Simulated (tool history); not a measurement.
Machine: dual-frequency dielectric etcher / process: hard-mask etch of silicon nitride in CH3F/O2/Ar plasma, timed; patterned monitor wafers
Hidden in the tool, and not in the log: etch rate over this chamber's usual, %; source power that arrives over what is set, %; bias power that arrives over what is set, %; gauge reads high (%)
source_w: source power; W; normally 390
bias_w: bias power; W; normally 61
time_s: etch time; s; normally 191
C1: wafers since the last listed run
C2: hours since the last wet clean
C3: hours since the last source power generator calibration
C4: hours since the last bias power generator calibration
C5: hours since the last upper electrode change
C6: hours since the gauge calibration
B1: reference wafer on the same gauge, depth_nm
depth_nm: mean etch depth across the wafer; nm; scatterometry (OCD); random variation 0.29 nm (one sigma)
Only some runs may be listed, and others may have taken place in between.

run 1 hour=0 | source_w=390 bias_w=61 time_s=191 | C1=0 C2=45.4 C3=1068.2 C4=766.2 C5=2262.1 C6=597.5 | B1=126 | depth_nm=128.4
run 2 hour=46.4 | source_w=390 bias_w=61 time_s=191 | C1=229 C2=91.8 C3=1114.6 C4=812.6 C5=2308.5 C6=643.9 | B1=126 | depth_nm=128.4
run 3 hour=92.4 | source_w=390 bias_w=61 time_s=167.5 | C1=227 C2=137.8 C3=1160.6 C4=858.6 C5=2354.5 C6=689.9 | B1=125.9 | depth_nm=112.9
run 4 hour=149.9 | source_w=390 bias_w=61 time_s=167.5 | C1=284 C2=195.3 C3=1218.1 C4=916.1 C5=2412 C6=747.4 | B1=126.1 | depth_nm=112.6
run 5 hour=188.2 | source_w=390 bias_w=64 time_s=191 | C1=189 C2=233.6 C3=1256.4 C4=954.4 C5=2450.3 C6=785.7 | B1=125.9 | depth_nm=129.9
run 6 hour=254.8 | source_w=390 bias_w=61 time_s=191 | C1=329 C2=300.2 C3=1323 C4=1021 C5=2516.9 C6=852.3 | B1=126.1 | depth_nm=128.3
run 7 hour=282 | source_w=390 bias_w=61 time_s=191 | C1=134 C2=327.4 C3=1350.2 C4=1048.2 C5=2544.1 C6=879.5 | B1=126 | depth_nm=128.1
-- hour=295.1 source power generator calibrated
run 8 hour=345.8 | source_w=390 bias_w=61 time_s=191 | C1=295 C2=391.2 C3=50.7 C4=1112 C5=2607.9 C6=943.3 | B1=126 | depth_nm=128.2
run 9 hour=381 | source_w=390 bias_w=61 time_s=191 | C1=174 C2=426.4 C3=85.9 C4=1147.2 C5=2643.1 C6=978.5 | B1=126 | depth_nm=128.3
-- hour=419.2 wet clean of the chamber
run 10 hour=432.8 | source_w=390 bias_w=61 time_s=191 | C1=137 C2=13.6 C3=137.7 C4=1199 C5=2694.9 C6=1030.3 | B1=126 | depth_nm=128.1
run 11 hour=476.3 | source_w=390 bias_w=61 time_s=205.5 | C1=215 C2=57.1 C3=181.2 C4=1242.5 C5=2738.4 C6=1073.8 | B1=125.9 | depth_nm=138.4
run 12 hour=533.3 | source_w=390 bias_w=61 time_s=191 | C1=281 C2=114.1 C3=238.2 C4=1299.5 C5=2795.4 C6=1130.8 | B1=126 | depth_nm=128.8
run 13 hour=588.8 | source_w=390 bias_w=53 time_s=165 | C1=274 C2=169.6 C3=293.7 C4=1355 C5=2850.9 C6=1186.3 | B1=125.9 | depth_nm=106.1
-- hour=641.4 bias power generator calibrated
-- hour=663.5 gauge calibrated
-- hour=667.1 upper electrode replaced
run 14 hour=667.6 | source_w=390 bias_w=61 time_s=157.5 | C1=251 C2=248.4 C3=372.5 C4=26.2 C5=0.5 C6=4.1 | B1=126.1 | depth_nm=106.7
run 15 hour=691.4 | source_w=390 bias_w=61 time_s=191 | C1=117 C2=272.2 C3=396.3 C4=50 C5=24.3 C6=27.9 | B1=126.1 | depth_nm=129.5
run 16 hour=727.7 | source_w=390 bias_w=61 time_s=191 | C1=179 C2=308.5 C3=432.6 C4=86.3 C5=60.6 C6=64.2 | B1=126 | depth_nm=128.9
run 17 hour=779.2 | source_w=460 bias_w=61 time_s=191 | C1=254 C2=360 C3=484.1 C4=137.8 C5=112.1 C6=115.7 | B1=126.1 | depth_nm=135.1
-- hour=824.1 wet clean of the chamber
run 18 hour=824.6 | source_w=320 bias_w=56 time_s=209 | C1=105 C2=0.5 C3=529.5 C4=183.2 C5=157.5 C6=161.1 | B1=125.9 | depth_nm=129.9
run 19 hour=852.8 | source_w=390 bias_w=68 time_s=191 | C1=139 C2=28.7 C3=557.7 C4=211.4 C5=185.7 C6=189.3 | B1=125.9 | depth_nm=133.9
run 20 hour=917.7 | source_w=490 bias_w=61 time_s=191 | C1=321 C2=93.6 C3=622.6 C4=276.3 C5=250.6 C6=254.2 | B1=126 | depth_nm=138

Expected results for the next run?
run 21 hour=970.7 | source_w=390 bias_w=56 time_s=136 | C1=262 C2=146.6 C3=675.6 C4=329.3 C5=303.6 C6=307.2 | B1=? | depth_nm=?

Run 21 yielded B1 126, depth_nm 89.6 nm.
With no hidden state in the tool, this same run would have given depth_nm 89.9 nm.
